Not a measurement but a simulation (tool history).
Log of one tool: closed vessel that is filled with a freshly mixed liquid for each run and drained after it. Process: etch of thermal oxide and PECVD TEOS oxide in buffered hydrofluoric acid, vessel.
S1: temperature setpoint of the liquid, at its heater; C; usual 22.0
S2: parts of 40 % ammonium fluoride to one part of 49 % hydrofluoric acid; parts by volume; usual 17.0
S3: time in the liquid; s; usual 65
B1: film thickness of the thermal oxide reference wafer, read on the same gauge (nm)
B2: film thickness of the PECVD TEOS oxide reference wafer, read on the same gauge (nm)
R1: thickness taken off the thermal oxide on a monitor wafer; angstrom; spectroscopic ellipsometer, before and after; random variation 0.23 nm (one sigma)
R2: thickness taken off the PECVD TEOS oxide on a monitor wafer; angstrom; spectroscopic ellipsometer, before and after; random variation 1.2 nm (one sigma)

{"run": 1, "day": 0.0, "S1": 22.0, "S2": 17.0, "S3": 75, "B1": 90.0, "B2": 99.98, "R1": 520.0, "R2": 1486.0}
{"run": 2, "day": 1.312, "S1": 22.0, "S2": 17.0, "S3": 75, "B1": 89.99, "B2": 100.0, "R1": 527.1, "R2": 1493.8}
{"run": 3, "day": 4.312, "S1": 22.0, "S2": 17.0, "S3": 75, "B1": 89.97, "B2": 100.04, "R1": 520.4, "R2": 1484.7}
{"run": 4, "day": 5.546, "S1": 22.0, "S2": 17.0, "S3": 65, "B1": 90.0, "B2": 100.04, "R1": 457.9, "R2": 1292.1}
{"day": 6.171, "done": "thermometer replaced"}
{"run": 5, "day": 7.267, "S1": 22.0, "S2": 17.0, "S3": 65, "B1": 90.03, "B2": 100.01, "R1": 477.0, "R2": 1327.0}
{"run": 6, "day": 9.462, "S1": 22.0, "S2": 17.0, "S3": 65, "B1": 89.97, "B2": 99.98, "R1": 470.7, "R2": 1338.1}
{"run": 7, "day": 12.162, "S1": 22.0, "S2": 22.5, "S3": 65, "B1": 90.03, "B2": 100.0, "R1": 377.3, "R2": 1078.2}
{"run": 8, "day": 14.054, "S1": 19.0, "S2": 17.0, "S3": 55, "B1": 90.02, "B2": 100.03, "R1": 344.4, "R2": 960.1}
{"run": 9, "day": 15.938, "S1": 22.0, "S2": 10.5, "S3": 80, "B1": 89.98, "B2": 99.98, "R1": 955.9, "R2": 2716.4}
{"day": 16.367, "done": "hydrofluoric acid flow meter replaced"}
{"run": 10, "day": 17.75, "S1": 22.0, "S2": 17.0, "S3": 50, "B1": 90.0, "B2": 100.0, "R1": 368.3, "R2": 1062.7}
{"day": 19.621, "done": "thermometer replaced, repeated, since the last time left the tool worse"}
{"run": 11, "day": 20.096, "S1": 27.0, "S2": 14.5, "S3": 50, "B1": 90.02, "B2": 100.0, "R1": 513.4, "R2": 1441.2}
{"run": 12, "day": 22.896, "S1": 19.0, "S2": 17.0, "S3": 65, "B1": 89.97, "B2": 100.03, "R1": 370.2, "R2": 1042.4}
{"run": 13, "day": 24.154, "S1": 18.0, "S2": 14.0, "S3": 65, "B1": 89.99, "B2": 100.0, "R1": 422.4, "R2": 1200.2}
{"run": 14, "day": 25.258, "S1": 17.5, "S2": 17.0, "S3": 65, "B1": 90.04, "B2": 100.01, "R1": 342.1, "R2": 954.2}
{"run": 15, "day": 26.692, "S1": 22.0, "S2": 17.0, "S3": 65, "B1": 89.98, "B2": 100.02, "R1": 438.5, "R2": 1249.0}
{"run": 16, "day": 30.429, "S1": 22.0, "S2": 20.0, "S3": 30, "B1": 90.03, "B2": 99.99, "R1": 172.3, "R2": 486.2}
{"run": 17, "day": 32.617, "S1": 24.5, "S2": 23.0, "S3": 65, "B1": 89.97, "B2": 100.0, "R1": 390.9, "R2": 1122.3}
{"run": 18, "day": 34.296, "S1": 22.0, "S2": 17.0, "S3": 65, "B1": 89.98, "B2": 99.99, "R1": 440.1, "R2": 1266.2}
{"run": 19, "day": 35.388, "S1": 17.5, "S2": 17.0, "S3": 65, "B1": 90.02, "B2": 100.0, "R1": 342.1, "R2": 972.6}
{"run": 20, "day": 38.35, "S1": 22.0, "S2": 13.0, "S3": 80, "B1": 89.99, "B2": 100.02, "R1": 713.5, "R2": 2031.0}
{"run": 21, "day": 39.525, "S1": 18.5, "S2": 20.0, "S3": 85, "B1": 90.05, "B2": 99.99, "R1": 405.6, "R2": 1156.0}

Forecast run 22:
{"run": 22, "day": 41.529, "S1": 26.5, "S2": 14.5, "S3": 100, "B1": "?", "B2": "?", "R1": "?", "R2": "?"}

B1: 90.04
B2: 99.99
R1: 1019.0 angstrom
R2: 2927.2 angstrom
Without the tool's hidden state the same run would have given R1 986.2 angstrom, R2 2833.0 angstrom.
